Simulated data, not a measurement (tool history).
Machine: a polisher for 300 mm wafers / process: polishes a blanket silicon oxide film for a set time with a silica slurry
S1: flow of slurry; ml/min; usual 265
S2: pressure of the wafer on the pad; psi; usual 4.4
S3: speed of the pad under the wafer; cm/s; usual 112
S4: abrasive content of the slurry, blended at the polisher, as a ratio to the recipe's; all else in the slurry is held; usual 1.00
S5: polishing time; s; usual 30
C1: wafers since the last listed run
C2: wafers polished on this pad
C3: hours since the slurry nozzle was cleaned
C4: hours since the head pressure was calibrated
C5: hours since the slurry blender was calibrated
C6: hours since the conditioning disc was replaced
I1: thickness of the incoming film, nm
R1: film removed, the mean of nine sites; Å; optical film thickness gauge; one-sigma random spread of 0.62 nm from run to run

| run | hour | S1 | S2 | S3 | S4 | S5 | C1 | C2 | C3 | C4 | C5 | C6 | I1 | R1 |
|---|---|---|---|---|---|---|---|---|---|---|---|---|---|---|
| 1 | 0.0 | 265 | 4.4 | 86 | 1.00 | 30 | 0 | 3389 | 99.3 | 308.8 | 255.6 | 170.4 | 1047.7 | 741 |
| 2 | 53.7 | 265 | 4.4 | 112 | 1.00 | 30 | 711 | 4101 | 153.0 | 362.5 | 309.3 | 224.1 | 1036.9 | 891 |
| 3 | 103.2 | 265 | 4.4 | 112 | 1.00 | 30 | 655 | 4756 | 202.5 | 412.0 | 358.8 | 273.6 | 1049.5 | 880 |
| 4 | 165.8 | 295 | 3.8 | 112 | 0.90 | 30 | 829 | 5585 | 265.1 | 474.6 | 421.4 | 336.2 | 1046.2 | 755 |
|  | 193.0 | slurry blender recalibrated |
| 5 | 201.1 | 265 | 4.4 | 112 | 0.80 | 30 | 440 | 6026 | 300.4 | 509.9 | 8.1 | 371.5 | 1040.1 | 816 |
|  | 229.3 | head pressure recalibrated, repeated, since the last time left the tool worse |
| 6 | 235.3 | 265 | 4.4 | 112 | 1.00 | 30 | 426 | 6453 | 334.6 | 6.0 | 42.3 | 405.7 | 1063.4 | 839 |
|  | 263.0 | worn pad replaced by a new one |
|  | 267.4 | conditioning disc replaced and pad reconditioned |
| 7 | 306.3 | 180 | 3.0 | 112 | 0.75 | 30 | 860 | 547 | 405.6 | 77.0 | 113.3 | 38.9 | 1033.5 | 487 |
|  | 329.6 | slurry nozzle cleaned |
| 8 | 334.7 | 350 | 5.2 | 96 | 1.00 | 30 | 362 | 910 | 5.1 | 105.4 | 141.7 | 67.3 | 1047.4 | 928 |
| 9 | 363.0 | 265 | 4.4 | 100 | 1.00 | 30 | 374 | 1285 | 33.4 | 133.7 | 170.0 | 95.6 | 1020.0 | 783 |
| 10 | 423.9 | 320 | 5.6 | 112 | 1.00 | 22 | 806 | 2091 | 94.3 | 194.6 | 230.9 | 156.5 | 1049.7 | 796 |
| 11 | 451.4 | 265 | 4.4 | 112 | 0.75 | 33 | 364 | 2455 | 121.8 | 222.1 | 258.4 | 184.0 | 1038.6 | 824 |
| 12 | 514.4 | 265 | 4.4 | 78 | 1.00 | 37 | 834 | 3290 | 184.8 | 285.1 | 321.4 | 247.0 | 1050.0 | 802 |
| 13 | 582.6 | 265 | 4.4 | 112 | 1.00 | 30 | 903 | 4193 | 253.0 | 353.3 | 389.6 | 315.2 | 1044.1 | 856 |
|  | 661.0 | slurry blender recalibrated |
|  | 753.9 | worn pad replaced by a new one |
|  | 757.2 | conditioning disc replaced and pad reconditioned |
| 14 | 766.0 | 225 | 4.8 | 112 | 1.00 | 21 | 2322 | 133 | 436.4 | 536.7 | 105.0 | 8.8 | 1024.9 | 640 |
| 15 | 825.2 | 345 | 5.8 | 72 | 1.00 | 30 | 783 | 917 | 495.6 | 595.9 | 164.2 | 68.0 | 1037.4 | 863 |
|  | 864.7 | slurry nozzle cleaned |
|  | 893.8 | head pressure recalibrated |
| 16 | 990.9 | 265 | 3.2 | 112 | 1.00 | 30 | 2154 | 3071 | 126.2 | 97.1 | 329.9 | 233.7 | 1033.8 | 604 |
| 17 | 1023.0 | 265 | 3.8 | 130 | 1.30 | 33 | 425 | 3496 | 158.3 | 129.2 | 362.0 | 265.8 | 1055.2 | 984 |
| 18 | 1050.2 | 305 | 4.4 | 112 | 1.25 | 30 | 360 | 3857 | 185.5 | 156.4 | 389.2 | 293.0 | 1046.2 | 927 |
| 19 | 1088.9 | 265 | 5.4 | 126 | 1.10 | 23 | 512 | 4369 | 224.2 | 195.1 | 427.9 | 331.7 | 1027.8 | 897 |
|  | 1107.6 | slurry blender recalibrated |
| 20 | 1132.2 | 290 | 5.6 | 80 | 1.00 | 21 | 546 | 4916 | 267.5 | 238.4 | 24.6 | 375.0 | 1040.2 | 587 |
| 21 | 1159.2 | 265 | 4.4 | 76 | 1.30 | 20 | 357 | 5274 | 294.5 | 265.4 | 51.6 | 402.0 | 1059.5 | 479 |
|  | 1200.2 | conditioning disc replaced and pad reconditioned |
| 22 | 1215.7 | 265 | 4.4 | 76 | 1.30 | 20 | 721 | 5995 | 351.0 | 321.9 | 108.1 | 15.5 | 1054.6 | 468 |
| 23 | 1254.6 | 225 | 4.4 | 112 | 1.00 | 30 | 515 | 6511 | 389.9 | 360.8 | 147.0 | 54.4 | 1027.9 | 830 |
|  | 1291.4 | slurry nozzle cleaned |
| 24 | 1298.5 | 265 | 4.4 | 148 | 0.75 | 38 | 568 | 7079 | 7.1 | 404.7 | 190.9 | 98.3 | 1030.4 | 1176 |
|  | 1322.6 | worn pad replaced by a new one |
| 25 | 1361.8 | 265 | 5.4 | 112 | 0.75 | 38 | 785 | 518 | 70.4 | 468.0 | 254.2 | 161.6 | 1034.8 | 1160 |

Pick out some run-to-run changes in R1. Of each, how much would a tool without hidden state show as well, from the settings, what came in and chance, and how much is left for the hidden state and any gauge scatter not in both results compared?
Unlogged tool condition in this case: removal rate lost through wear of the pad, %; slurry flow missing at the pad, %; deviation of the head's pressure from its setpoint, %; abrasive missing from the slurry, %; time polished since the conditioner stopped cutting, s.
Run 5 -> 6: S4 0.80 -> 1.00, head pressure recalibrated, repeated, since the last time left the tool worse. R1 +23 Å: hidden state -54, all else +77.
Run 7 -> 8: S1 180 -> 350, S2 3.0 -> 5.2, S3 112 -> 96, S4 0.75 -> 1.00, slurry nozzle cleaned. R1 +441 Å: hidden state +2, all else +439.
Run 15 -> 16: S1 345 -> 265, S2 5.8 -> 3.2, S3 72 -> 112, slurry nozzle cleaned, head pressure recalibrated. R1 -259 Å: hidden state -24, all else -235.
Run 16 -> 17: S2 3.2 -> 3.8, S3 112 -> 130, S4 1.00 -> 1.30, S5 30 -> 33. R1 +380 Å: hidden state +0, all else +380.
